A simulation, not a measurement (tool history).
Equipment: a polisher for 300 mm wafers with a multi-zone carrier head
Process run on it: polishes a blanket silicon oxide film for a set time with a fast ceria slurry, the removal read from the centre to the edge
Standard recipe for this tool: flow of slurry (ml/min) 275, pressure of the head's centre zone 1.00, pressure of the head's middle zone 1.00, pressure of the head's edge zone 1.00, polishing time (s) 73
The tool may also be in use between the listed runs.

run     day  flow of slurry (ml/min)  pressure of the head's centre zone  pressure of the head's middle zone  pressure of the head's edge zone  polishing time (s)  incoming thickness of the incoming film, nm  film removed at the wafer's centre (angstrom)  film removed at mid-radius (angstrom)  film removed at the wafer's edge (angstrom)
  1   0.000                      275                                1.00                                1.00                              1.00                  73                                       1753.5                                           6275                                   6206                                         6186
  2   2.517                      275                                0.94                                1.08                              1.00                  73                                       1766.1                                           6004                                   6656                                         6186
      3.925  -- edge zone pressure recalibrated
  3   4.442                      325                                1.00                                1.00                              0.93                  47                                       1742.4                                           4064                                   4057                                         3967
      5.012  -- centre zone pressure recalibrated
  4   6.700                      275                                0.88                                0.92                              1.09                  73                                       1739.1                                           5699                                   5894                                         6576
  5   8.075                      345                                1.00                                0.88                              1.00                  98                                       1747.2                                           8544                                   7676                                         8438
  6  10.254                      335                                1.00                                1.00                              0.91                  73                                       1742.9                                           6340                                   6348                                         6198
  7  12.054                      275                                1.00                                1.00                              1.00                  73                                       1752.3                                           6265                                   6298                                         6208
     14.692  -- worn pad replaced by a new one
  8  14.842                      275                                1.00                                0.97                              1.00                  73                                       1778.4                                           6219                                   6147                                         6296
  9  17.675                      275                                1.00                                1.00                              1.00                  73                                       1776.3                                           6263                                   6220                                         6137
     19.200  -- carrier head's membrane replaced by a new one
 10  20.088                      275                                1.00                                1.00                              1.00                  73                                       1755.3                                           6255                                   6254                                         6280
     20.133  -- slurry nozzle cleaned
 11  21.279                      275                                0.97                                1.00                              1.00                  73                                       1777.4                                           6194                                   6263                                         6194
 12  22.933                      315                                0.89                                1.00                              1.00                  86                                       1742.2                                           6751                                   7448                                         7358
 13  27.283                      275                                1.12                                1.00                              1.00                  73                                       1777.5                                           6813                                   6288                                         6193
 14  29.467                      275                                1.00                                1.00                              1.00                  73                                       1738.6                                           6302                                   6260                                         6160

Run 15, settings as shown, results not yet in. Your forecast:
 15  32.283                      275                                1.00                                1.00                              1.06                  73                                       1732.7                                              ?                                      ?                                            ?

film removed at the wafer's centre (angstrom): 6160
film removed at mid-radius (angstrom): 6305
film removed at the wafer's edge (angstrom): 6420
Had the tool carried no hidden state, the very same run would have given film removed at the wafer's centre (angstrom) 6160, film removed at mid-radius (angstrom) 6305, film removed at the wafer's edge (angstrom) 6420.
